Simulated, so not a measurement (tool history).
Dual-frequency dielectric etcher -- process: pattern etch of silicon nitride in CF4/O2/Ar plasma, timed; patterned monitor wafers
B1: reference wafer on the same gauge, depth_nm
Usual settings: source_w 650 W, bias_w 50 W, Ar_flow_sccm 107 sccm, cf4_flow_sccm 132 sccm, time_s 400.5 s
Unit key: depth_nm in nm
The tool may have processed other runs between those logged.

Run 1, hour 0: usual settings; B1 1172.7. Result: depth_nm 1033.5 nm.
Run 2, hour 24.1: usual settings but Ar_flow_sccm 126 sccm; B1 1174.7. Result: depth_nm 1002.6 nm.
Run 3, hour 42.6: usual settings but Ar_flow_sccm 126 sccm; B1 1172.6. Result: depth_nm 1003.2 nm.
Run 4, hour 72.4: usual settings but time_s 345.5 s; B1 1172.5. Result: depth_nm 891.7 nm.
Run 5, hour 106.8: usual settings but bias_w 44 W; B1 1172.9. Result: depth_nm 987.8 nm.
At hour 137.5: wet clean of the chamber.
At hour 141.1: upper electrode replaced.
At hour 145.3: source power generator calibrated.
Run 6, hour 145.8: usual settings but bias_w 44 W; B1 1172. Result: depth_nm 932.1 nm.
Run 7, hour 146.3: usual settings but cf4_flow_sccm 156 sccm, time_s 347.5 s; B1 1171.4. Result: depth_nm 863.8 nm.
Run 8, hour 174.6: usual settings but source_w 740 W; B1 1173.3. Result: depth_nm 1123.8 nm.
Run 9, hour 210.3: usual settings but bias_w 55 W, cf4_flow_sccm 115 sccm, time_s 516 s; B1 1172.7. Result: depth_nm 1295.5 nm.
At hour 229.4: Ar flow controller replaced.
Run 10, hour 235: usual settings but source_w 740 W; B1 1173.5. Result: depth_nm 1124 nm.
At hour 251.4: gauge calibrated.
Run 11, hour 256: usual settings but time_s 353.5 s; B1 1172.5. Result: depth_nm 866 nm.
At hour 263.9: CF4 flow controller replaced.
Run 12, hour 273.7: usual settings; B1 1173.3. Result: depth_nm 981.4 nm.
At hour 296.9: bias power generator calibrated.
Run 13, hour 299.4: usual settings but time_s 439.5 s; B1 1172.2. Result: depth_nm 1077.4 nm.
Run 14, hour 330.7: usual settings; B1 1174.6. Result: depth_nm 977.3 nm.
Run 15, hour 360: usual settings but bias_w 46 W, Ar_flow_sccm 131 sccm, cf4_flow_sccm 163 sccm, time_s 294.5 s; B1 1173.2. Result: depth_nm 688.2 nm.
Run 16, hour 383.1: usual settings but time_s 438 s; B1 1172.8. Result: depth_nm 1077.9 nm.
Run 17, hour 409.8: usual settings but bias_w 57 W; B1 1174.7. Result: depth_nm 1037.7 nm.
Run 18, hour 442.7: usual settings but cf4_flow_sccm 143 sccm; B1 1172.2. Result: depth_nm 992.3 nm.
Run 19, hour 456.3: usual settings but cf4_flow_sccm 152 sccm; B1 1174.6. Result: depth_nm 995.7 nm.
Run 20, hour 475.8: usual settings but source_w 810 W, time_s 473.5 s; B1 1175. Result: depth_nm 1465.3 nm.
Run 21, hour 488.7: usual settings; B1 1171.6. Result: depth_nm 985.9 nm.
Run 22, hour 520.2: usual settings but time_s 309 s; B1 1172.4. Result: depth_nm 762.1 nm.

A few steps of depth_nm between consecutive runs. Split each: what settings, incoming material and random variation would produce without the hidden state, and what is left over for the hidden state, along with gauge scatter present in only one of the two compared results (measured, and without hidden state):
The hidden state here: etch rate over this chamber's usual, %; source power that arrives over what is set, %; bias power that arrives over what is set, %; Ar flow that arrives over what is set, %; CF4 flow that arrives over what is set, %; gauge reads high (%).
Run 4 -> 5: bias_w 50 -> 44, time_s 345.5 -> 400.5. depth_nm +96.1 nm: hidden state +5.6, all else +90.5.
Run 5 -> 6: wet clean of the chamber, upper electrode replaced, source power generator calibrated. depth_nm -55.7 nm: hidden state -52.9, all else -2.8.
Run 19 -> 20: source_w 650 -> 810, cf4_flow_sccm 152 -> 132, time_s 400.5 -> 473.5. depth_nm +469.6 nm: hidden state +1.6, all else +468.
Run 20 -> 21: source_w 810 -> 650, time_s 473.5 -> 400.5. depth_nm -479.4 nm: hidden state -1, all else -478.4.
